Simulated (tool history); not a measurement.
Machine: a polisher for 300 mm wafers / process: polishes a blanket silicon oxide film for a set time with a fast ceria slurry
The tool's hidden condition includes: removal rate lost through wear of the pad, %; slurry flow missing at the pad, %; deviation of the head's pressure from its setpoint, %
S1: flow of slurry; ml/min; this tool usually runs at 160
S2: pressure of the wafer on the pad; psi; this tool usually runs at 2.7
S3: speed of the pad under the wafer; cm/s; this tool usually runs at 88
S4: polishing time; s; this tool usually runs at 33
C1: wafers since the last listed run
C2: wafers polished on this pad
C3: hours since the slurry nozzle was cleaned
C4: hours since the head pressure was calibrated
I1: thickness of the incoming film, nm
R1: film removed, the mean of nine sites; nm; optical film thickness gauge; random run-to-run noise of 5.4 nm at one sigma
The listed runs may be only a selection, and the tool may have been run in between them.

| run | hour | S1 | S2 | S3 | S4 | C1 | C2 | C3 | C4 | I1 | R1 |
|---|---|---|---|---|---|---|---|---|---|---|---|
| 1 | 0.0 | 160 | 2.7 | 88 | 33 | 0 | 1954 | 340.6 | 374.2 | 3944.3 | 472.7 |
| 2 | 65.9 | 160 | 2.7 | 88 | 33 | 838 | 2792 | 406.5 | 440.1 | 3938.0 | 471.9 |
| 3 | 152.6 | 160 | 2.7 | 88 | 33 | 1103 | 3896 | 493.2 | 526.8 | 3941.2 | 473.1 |
| 4 | 191.5 | 160 | 2.7 | 88 | 33 | 495 | 4391 | 532.1 | 565.7 | 3891.7 | 475.6 |
|  | 218.9 | worn pad replaced by a new one |
|  | 273.4 | head pressure recalibrated |
| 5 | 277.9 | 160 | 2.7 | 104 | 30 | 1023 | 726 | 618.5 | 4.5 | 3999.7 | 503.3 |
| 6 | 354.4 | 160 | 2.7 | 88 | 33 | 973 | 1700 | 695.0 | 81.0 | 3928.1 | 490.0 |
| 7 | 454.0 | 160 | 2.7 | 88 | 33 | 1267 | 2968 | 794.6 | 180.6 | 3998.2 | 477.1 |
| 8 | 533.3 | 160 | 2.7 | 88 | 33 | 1009 | 3977 | 873.9 | 259.9 | 3989.8 | 466.2 |
|  | 548.0 | slurry nozzle cleaned |
|  | 577.7 | worn pad replaced by a new one |
| 9 | 636.1 | 160 | 2.7 | 88 | 33 | 1245 | 743 | 88.1 | 362.7 | 3986.5 | 437.0 |
| 10 | 693.2 | 160 | 2.7 | 88 | 33 | 726 | 1469 | 145.2 | 419.8 | 4008.5 | 429.9 |
| 11 | 732.5 | 160 | 2.7 | 88 | 33 | 500 | 1970 | 184.5 | 459.1 | 3965.9 | 433.8 |
| 12 | 819.5 | 190 | 2.7 | 102 | 28 | 1107 | 3077 | 271.5 | 546.1 | 3970.6 | 413.6 |
| 13 | 898.2 | 160 | 2.7 | 88 | 33 | 1001 | 4079 | 350.2 | 624.8 | 3958.1 | 420.2 |
| 14 | 936.9 | 160 | 2.7 | 88 | 33 | 492 | 4572 | 388.9 | 663.5 | 3934.5 | 428.5 |
| 15 | 990.8 | 195 | 3.0 | 114 | 25 | 686 | 5258 | 442.8 | 717.4 | 3929.3 | 459.3 |
|  | 994.9 | head pressure recalibrated |
|  | 1007.6 | worn pad replaced by a new one, repeated, since the last time left the tool worse |
| 16 | 1097.2 | 140 | 2.7 | 96 | 36 | 1278 | 1140 | 549.2 | 102.3 | 3953.1 | 555.3 |
| 17 | 1191.8 | 130 | 2.3 | 88 | 37 | 1204 | 2344 | 643.8 | 196.9 | 3901.7 | 439.7 |
| 18 | 1241.1 | 160 | 3.6 | 106 | 33 | 627 | 2972 | 693.1 | 246.2 | 3962.4 | 740.3 |
| 19 | 1291.2 | 160 | 2.7 | 72 | 33 | 637 | 3610 | 743.2 | 296.3 | 3961.9 | 406.1 |
| 20 | 1368.4 | 160 | 2.7 | 88 | 28 | 982 | 4593 | 820.4 | 373.5 | 3944.4 | 407.3 |
|  | 1412.6 | worn pad replaced by a new one |
| 21 | 1438.4 | 160 | 3.0 | 88 | 33 | 840 | 328 | 890.4 | 443.5 | 3890.9 | 541.0 |
| 22 | 1493.3 | 160 | 2.9 | 88 | 33 | 698 | 1027 | 945.3 | 498.4 | 3952.9 | 506.7 |
|  | 1504.5 | slurry nozzle cleaned |
|  | 1595.2 | head pressure recalibrated |
|  | 1752.7 | worn pad replaced by a new one |
| 23 | 1783.1 | 160 | 2.7 | 88 | 33 | 3600 | 387 | 278.6 | 187.9 | 3960.4 | 486.9 |

Hidden condition of the tool, last listed run before each entry between runs versus first listed run after:
Logged between run 4 and run 5: worn pad replaced by a new one (hour 218.9); head pressure recalibrated (hour 273.4)
  removal rate lost through wear of the pad, %: 5.64 -> 2.87
  measured less the result without the state, R1: -28.4 -> -14.9 nm
Logged between run 8 and run 9: slurry nozzle cleaned (hour 548.0); worn pad replaced by a new one (hour 577.7)
  removal rate lost through wear of the pad, %: 5.76 -> 12.5
  measured less the result without the state, R1: -28.5 -> -62.1 nm
Logged between run 15 and run 16: head pressure recalibrated (hour 994.9); worn pad replaced by a new one, repeated, since the last time left the tool worse (hour 1007.6)
  removal rate lost through wear of the pad, %: 15.6 -> 2.87
  measured less the result without the state, R1: -84.8 -> -16.3 nm
Logged between run 20 and run 21: worn pad replaced by a new one (hour 1412.6)
  removal rate lost through wear of the pad, %: 5.14 -> 2.51
  measured less the result without the state, R1: -22.1 -> -13.9 nm
Logged between run 22 and run 23: slurry nozzle cleaned (hour 1504.5); head pressure recalibrated (hour 1595.2); worn pad replaced by a new one (hour 1752.7)
  removal rate lost through wear of the pad, %: 4.11 -> 1.22
  measured less the result without the state, R1: -21.7 -> -6.0 nm
